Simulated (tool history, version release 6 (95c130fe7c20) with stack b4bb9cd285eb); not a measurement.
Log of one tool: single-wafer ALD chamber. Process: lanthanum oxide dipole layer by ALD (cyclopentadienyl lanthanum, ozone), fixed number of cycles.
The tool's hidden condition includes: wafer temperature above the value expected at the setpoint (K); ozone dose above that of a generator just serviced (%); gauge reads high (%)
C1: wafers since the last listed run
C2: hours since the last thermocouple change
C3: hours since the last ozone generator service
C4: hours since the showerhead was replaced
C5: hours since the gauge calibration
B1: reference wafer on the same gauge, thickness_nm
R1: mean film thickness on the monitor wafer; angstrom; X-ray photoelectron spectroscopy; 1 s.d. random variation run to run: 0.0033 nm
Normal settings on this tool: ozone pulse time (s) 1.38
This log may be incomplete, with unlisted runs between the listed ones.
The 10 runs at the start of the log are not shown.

run 11 day=13.575 | ozone_pulse_time_(s)=1.38 | C1=317 C2=1843.2 C3=1188.7 C4=4083.1 C5=623.1 | B1=0.617 | R1=5.64
run 12 day=14.438 | ozone_pulse_time_(s)=1.38 | C1=509 C2=1863.9 C3=1209.4 C4=4103.8 C5=643.8 | B1=0.617 | R1=5.65
run 13 day=15.762 | ozone_pulse_time_(s)=1.38 | C1=783 C2=1895.7 C3=1241.2 C4=4135.6 C5=675.6 | B1=0.617 | R1=5.65
run 14 day=16.779 | ozone_pulse_time_(s)=1.08 | C1=600 C2=1920.1 C3=1265.6 C4=4160.0 C5=700.0 | B1=0.618 | R1=5.25
-- day=17.033 gauge calibrated
-- day=17.300 thermocouple changed; heater temperature recalibrated
run 15 day=17.379 | ozone_pulse_time_(s)=1.08 | C1=157 C2=1.9 C3=1280.0 C4=4174.4 C5=8.3 | B1=0.632 | R1=5.42
run 16 day=17.921 | ozone_pulse_time_(s)=1.08 | C1=320 C2=14.9 C3=1293.0 C4=4187.4 C5=21.3 | B1=0.632 | R1=5.34
run 17 day=18.450 | ozone_pulse_time_(s)=1.08 | C1=312 C2=27.6 C3=1305.7 C4=4200.1 C5=34.0 | B1=0.632 | R1=5.32
run 18 day=19.883 | ozone_pulse_time_(s)=0.89 | C1=847 C2=62.0 C3=1340.1 C4=4234.5 C5=68.4 | B1=0.628 | R1=4.92
-- day=20.862 ozone generator serviced
run 19 day=20.883 | ozone_pulse_time_(s)=1.38 | C1=394 C2=86.0 C3=0.5 C4=4258.5 C5=92.4 | B1=0.627 | R1=5.78
run 20 day=22.079 | ozone_pulse_time_(s)=1.38 | C1=706 C2=114.7 C3=29.2 C4=4287.2 C5=121.1 | B1=0.625 | R1=5.75
run 21 day=23.062 | ozone_pulse_time_(s)=1.61 | C1=581 C2=138.3 C3=52.8 C4=4310.8 C5=144.7 | B1=0.625 | R1=5.85
run 22 day=23.950 | ozone_pulse_time_(s)=1.73 | C1=524 C2=159.6 C3=74.1 C4=4332.1 C5=166.0 | B1=0.623 | R1=5.87
run 23 day=25.000 | ozone_pulse_time_(s)=1.38 | C1=620 C2=184.8 C3=99.3 C4=4357.3 C5=191.2 | B1=0.623 | R1=5.69
-- day=26.208 showerhead replaced
run 24 day=26.229 | ozone_pulse_time_(s)=1.38 | C1=529 C2=214.3 C3=128.8 C4=0.5 C5=220.7 | B1=0.623 | R1=5.69
run 25 day=27.862 | ozone_pulse_time_(s)=1.56 | C1=965 C2=253.5 C3=168.0 C4=39.7 C5=259.9 | B1=0.621 | R1=5.82
run 26 day=28.825 | ozone_pulse_time_(s)=0.88 | C1=568 C2=276.6 C3=191.1 C4=62.8 C5=283.0 | B1=0.620 | R1=4.77
run 27 day=30.200 | ozone_pulse_time_(s)=1.00 | C1=812 C2=309.6 C3=224.1 C4=95.8 C5=316.0 | B1=0.620 | R1=5.09
run 28 day=31.600 | ozone_pulse_time_(s)=1.38 | C1=827 C2=343.2 C3=257.7 C4=129.4 C5=349.6 | B1=0.619 | R1=5.70
run 29 day=34.054 | ozone_pulse_time_(s)=1.74 | C1=1450 C2=402.1 C3=316.6 C4=188.3 C5=408.5 | B1=0.617 | R1=5.89
run 30 day=35.046 | ozone_pulse_time_(s)=1.76 | C1=586 C2=425.9 C3=340.4 C4=212.1 C5=432.3 | B1=0.617 | R1=5.91
run 31 day=36.454 | ozone_pulse_time_(s)=1.63 | C1=832 C2=459.7 C3=374.2 C4=245.9 C5=466.1 | B1=0.617 | R1=5.82
run 32 day=37.058 | ozone_pulse_time_(s)=1.13 | C1=357 C2=474.2 C3=388.7 C4=260.4 C5=480.6 | B1=0.617 | R1=5.33

For run 33, what comes out?
run 33 day=38.554 | ozone_pulse_time_(s)=1.82 | C1=884 C2=510.1 C3=424.6 C4=296.3 C5=516.5 | B1=? | R1=?

Run 33 gave B1 0.618, R1 5.95 angstrom.
Without the tool's hidden state the same run would have given R1 6.11 angstrom.
